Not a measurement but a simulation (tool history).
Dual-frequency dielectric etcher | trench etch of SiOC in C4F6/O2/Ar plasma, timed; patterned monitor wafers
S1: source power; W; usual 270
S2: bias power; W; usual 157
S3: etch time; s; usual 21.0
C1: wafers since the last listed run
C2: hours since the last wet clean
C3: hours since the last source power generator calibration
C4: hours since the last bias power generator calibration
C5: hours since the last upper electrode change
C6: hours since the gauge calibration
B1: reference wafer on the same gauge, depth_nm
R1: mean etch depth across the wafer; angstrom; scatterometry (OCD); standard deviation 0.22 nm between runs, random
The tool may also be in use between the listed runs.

run,day,S1,S2,S3,C1,C2,C3,C4,C5,C6,B1,R1
1,0.000,290,157,21.0,0,0.5,4419.6,1497.8,1523.4,1387.6,38.29,365.2
2,1.729,290,157,21.0,452,42.0,4461.1,1539.3,1564.9,1429.1,38.27,364.3
3,14.692,270,157,21.0,3394,353.1,4772.2,1850.4,1876.0,1740.2,38.31,353.1
# day 15.525: gauge calibrated
# day 17.838: wet clean of the chamber, repeated, since the last time left the tool worse
4,18.508,270,157,21.0,737,16.1,4863.8,1942.0,1967.6,71.6,38.34,338.4
# day 19.175: source power generator calibrated
5,20.321,270,157,21.0,430,59.6,27.5,1985.5,2011.1,115.1,38.44,336.1
6,22.067,270,157,21.0,457,101.5,69.4,2027.4,2053.0,157.0,38.32,340.1
7,24.521,270,157,21.0,642,160.4,128.3,2086.3,2111.9,215.9,38.14,341.1
8,28.438,270,157,21.0,1025,254.4,222.3,2180.3,2205.9,309.9,38.34,340.6
9,31.112,270,157,21.0,700,318.6,286.5,2244.5,2270.1,374.1,38.29,340.7
10,33.125,270,157,18.5,526,366.9,334.8,2292.8,2318.4,422.4,38.37,302.8
# day 37.088: wet clean of the chamber
11,37.108,270,157,17.0,781,0.5,430.4,2388.4,2414.0,518.0,38.33,269.0
12,38.575,220,182,16.0,384,35.7,465.6,2423.6,2449.2,553.2,38.39,247.7
13,43.625,270,168,25.0,1322,156.9,586.8,2544.8,2570.4,674.4,38.31,412.5
14,47.204,270,157,21.0,937,242.8,672.7,2630.7,2656.3,760.3,38.31,339.5
15,49.992,270,157,21.0,729,309.7,739.6,2697.6,2723.2,827.2,38.35,340.9
# day 52.042: bias power generator calibrated
# day 53.912: upper electrode replaced
16,53.933,290,145,26.5,726,404.3,834.2,45.4,0.5,921.8,38.43,438.1
17,55.454,210,186,21.0,398,440.8,870.7,81.9,37.0,958.3,38.26,324.1
# day 58.025: wet clean of the chamber
18,59.404,300,157,21.0,772,33.1,965.5,176.7,131.8,1053.1,38.39,354.1
19,63.142,310,157,21.0,978,122.8,1055.2,266.4,221.5,1142.8,38.24,365.4
20,65.033,210,191,17.5,495,168.2,1100.6,311.8,266.9,1188.2,38.30,272.7
21,68.371,250,172,19.0,873,248.3,1180.7,391.9,347.0,1268.3,38.27,309.3
22,69.883,270,157,21.0,396,284.6,1217.0,428.2,383.3,1304.6,38.30,342.4
23,71.821,300,182,16.5,507,331.1,1263.5,474.7,429.8,1351.1,38.27,295.5
24,75.229,200,157,21.0,892,412.9,1345.3,556.5,511.6,1432.9,38.38,299.7
25,77.458,270,157,21.0,583,466.4,1398.8,610.0,565.1,1486.4,38.23,342.8
# day 80.038: wet clean of the chamber
26,80.058,270,157,16.5,418,0.5,1461.2,672.4,627.5,1548.8,38.25,265.3
27,81.862,240,137,26.5,472,43.8,1504.5,715.7,670.8,1592.1,38.35,385.8
# day 83.500: gauge calibrated
28,84.404,220,157,19.0,665,104.8,1565.5,776.7,731.8,21.7,38.30,275.6

Below are 5 alternative next runs, each starting from the tool's condition after run 28. Predict each:
A,84.421,270,157,21.0,4,105.2,1565.9,777.1,732.2,22.1,?,?
B,84.421,270,176,21.0,4,105.2,1565.9,777.1,732.2,22.1,?,?
C,84.421,230,157,21.0,4,105.2,1565.9,777.1,732.2,22.1,?,?
D,84.421,310,193,24.0,4,105.2,1565.9,777.1,732.2,22.1,?,?
E,84.421,240,185,18.0,4,105.2,1565.9,777.1,732.2,22.1,?,?

run,B1,R1
A,38.42,340.4
B,38.42,354.4
C,38.42,315.3
D,38.42,446.1
E,38.42,292.6
With the hidden condition removed and each run's random variation left untouched, the same runs would have given:
run,R1
A,337.0
B,350.9
C,312.1
D,441.7
E,289.7
